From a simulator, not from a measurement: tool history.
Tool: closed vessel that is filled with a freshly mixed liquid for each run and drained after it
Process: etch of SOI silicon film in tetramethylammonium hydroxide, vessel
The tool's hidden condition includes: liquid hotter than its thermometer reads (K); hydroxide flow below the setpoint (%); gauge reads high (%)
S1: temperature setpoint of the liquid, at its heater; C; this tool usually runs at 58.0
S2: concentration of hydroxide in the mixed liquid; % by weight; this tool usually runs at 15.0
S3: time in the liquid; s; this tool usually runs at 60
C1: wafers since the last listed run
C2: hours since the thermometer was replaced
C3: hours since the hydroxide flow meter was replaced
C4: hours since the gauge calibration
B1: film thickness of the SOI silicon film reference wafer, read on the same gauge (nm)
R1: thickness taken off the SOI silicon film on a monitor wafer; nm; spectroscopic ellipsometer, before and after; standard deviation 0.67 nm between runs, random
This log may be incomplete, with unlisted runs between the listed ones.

run 1 hour=0.0 | S1=58.0 S2=15.0 S3=60 | C1=0 C2=1579.7 C3=940.5 C4=118.0 | B1=30.02 | R1=209.75
run 2 hour=10.3 | S1=58.0 S2=15.0 S3=60 | C1=1372 C2=1590.0 C3=950.8 C4=128.3 | B1=30.02 | R1=210.51
run 3 hour=17.1 | S1=58.0 S2=15.0 S3=60 | C1=905 C2=1596.8 C3=957.6 C4=135.1 | B1=30.02 | R1=210.22
run 4 hour=30.6 | S1=63.0 S2=15.0 S3=50 | C1=1798 C2=1610.3 C3=971.1 C4=148.6 | B1=29.99 | R1=238.76
run 5 hour=47.3 | S1=63.0 S2=15.0 S3=50 | C1=2224 C2=1627.0 C3=987.8 C4=165.3 | B1=29.98 | R1=240.03
run 6 hour=54.2 | S1=58.0 S2=15.0 S3=40 | C1=919 C2=1633.9 C3=994.7 C4=172.2 | B1=29.99 | R1=140.91
run 7 hour=67.4 | S1=58.0 S2=15.0 S3=40 | C1=1758 C2=1647.1 C3=1007.9 C4=185.4 | B1=30.00 | R1=141.38
run 8 hour=75.3 | S1=58.0 S2=15.0 S3=40 | C1=1052 C2=1655.0 C3=1015.8 C4=193.3 | B1=29.99 | R1=141.68
run 9 hour=87.9 | S1=58.0 S2=15.0 S3=60 | C1=1678 C2=1667.6 C3=1028.4 C4=205.9 | B1=30.01 | R1=212.16
run 10 hour=96.2 | S1=58.0 S2=15.0 S3=60 | C1=1105 C2=1675.9 C3=1036.7 C4=214.2 | B1=30.01 | R1=213.02
run 11 hour=102.9 | S1=58.0 S2=15.0 S3=60 | C1=892 C2=1682.6 C3=1043.4 C4=220.9 | B1=30.01 | R1=213.30
run 12 hour=112.8 | S1=58.0 S2=15.0 S3=75 | C1=1318 C2=1692.5 C3=1053.3 C4=230.8 | B1=29.98 | R1=266.41
run 13 hour=128.6 | S1=58.0 S2=15.0 S3=60 | C1=2104 C2=1708.3 C3=1069.1 C4=246.6 | B1=29.98 | R1=214.77
run 14 hour=140.9 | S1=58.0 S2=15.0 S3=60 | C1=1638 C2=1720.6 C3=1081.4 C4=258.9 | B1=30.01 | R1=215.37
run 15 hour=156.4 | S1=58.0 S2=15.0 S3=60 | C1=2064 C2=1736.1 C3=1096.9 C4=274.4 | B1=30.02 | R1=215.09
-- hour=164.2 thermometer replaced
run 16 hour=172.3 | S1=63.0 S2=18.5 S3=60 | C1=1984 C2=8.1 C3=1112.8 C4=290.3 | B1=29.99 | R1=231.66
run 17 hour=188.8 | S1=58.0 S2=15.0 S3=60 | C1=2197 C2=24.6 C3=1129.3 C4=306.8 | B1=30.00 | R1=188.05
run 18 hour=201.1 | S1=58.0 S2=15.0 S3=60 | C1=1638 C2=36.9 C3=1141.6 C4=319.1 | B1=29.98 | R1=187.76
-- hour=202.8 gauge calibrated
run 19 hour=218.6 | S1=58.0 S2=15.0 S3=60 | C1=2331 C2=54.4 C3=1159.1 C4=15.8 | B1=29.98 | R1=187.28
run 20 hour=228.4 | S1=63.5 S2=13.5 S3=80 | C1=1305 C2=64.2 C3=1168.9 C4=25.6 | B1=29.97 | R1=369.64
run 21 hour=238.3 | S1=58.0 S2=13.5 S3=60 | C1=1318 C2=74.1 C3=1178.8 C4=35.5 | B1=30.01 | R1=196.34
-- hour=239.5 hydroxide flow meter replaced
run 22 hour=244.3 | S1=58.0 S2=18.5 S3=35 | C1=666 C2=80.1 C3=4.8 C4=41.5 | B1=29.99 | R1=95.43
run 23 hour=260.2 | S1=58.0 S2=15.0 S3=60 | C1=2118 C2=96.0 C3=20.7 C4=57.4 | B1=29.98 | R1=178.76
run 24 hour=269.9 | S1=62.5 S2=16.0 S3=90 | C1=1292 C2=105.7 C3=30.4 C4=67.1 | B1=30.01 | R1=344.22
run 25 hour=276.5 | S1=58.0 S2=15.0 S3=35 | C1=879 C2=112.3 C3=37.0 C4=73.7 | B1=30.01 | R1=103.78
run 26 hour=284.2 | S1=58.0 S2=15.0 S3=60 | C1=1025 C2=120.0 C3=44.7 C4=81.4 | B1=30.00 | R1=178.59
run 27 hour=300.3 | S1=58.0 S2=15.0 S3=85 | C1=2144 C2=136.1 C3=60.8 C4=97.5 | B1=29.99 | R1=252.10
run 28 hour=317.4 | S1=61.5 S2=15.0 S3=50 | C1=2277 C2=153.2 C3=77.9 C4=114.6 | B1=30.03 | R1=186.64
run 29 hour=330.1 | S1=63.5 S2=15.0 S3=60 | C1=1691 C2=165.9 C3=90.6 C4=127.3 | B1=29.99 | R1=250.98
run 30 hour=337.9 | S1=52.0 S2=18.0 S3=30 | C1=1039 C2=173.7 C3=98.4 C4=135.1 | B1=30.01 | R1=56.86

5 ways to go on from here, each from the tool as it stands after run 30. What would each give?
run A hour=338.6 | S1=58.0 S2=14.0 S3=60 | C1=93 C2=174.4 C3=99.1 C4=135.8 | B1=? | R1=?
run B hour=338.6 | S1=54.5 S2=15.0 S3=50 | C1=93 C2=174.4 C3=99.1 C4=135.8 | B1=? | R1=?
run C hour=338.6 | S1=58.0 S2=18.5 S3=30 | C1=93 C2=174.4 C3=99.1 C4=135.8 | B1=? | R1=?
run D hour=338.6 | S1=50.5 S2=15.0 S3=45 | C1=93 C2=174.4 C3=99.1 C4=135.8 | B1=? | R1=?
run E hour=338.6 | S1=58.0 S2=15.0 S3=70 | C1=93 C2=174.4 C3=99.1 C4=135.8 | B1=? | R1=?

run=A B1=30.03 R1=186.76
run=B B1=30.03 R1=119.97
run=C B1=30.03 R1=83.26
run=D B1=30.03 R1=83.10
run=E B1=30.03 R1=210.13
With the hidden condition removed and each run's random variation left untouched, the same runs would have given:
run=A R1=180.12
run=B R1=115.55
run=C R1=80.39
run=D R1=79.98
run=E R1=202.52
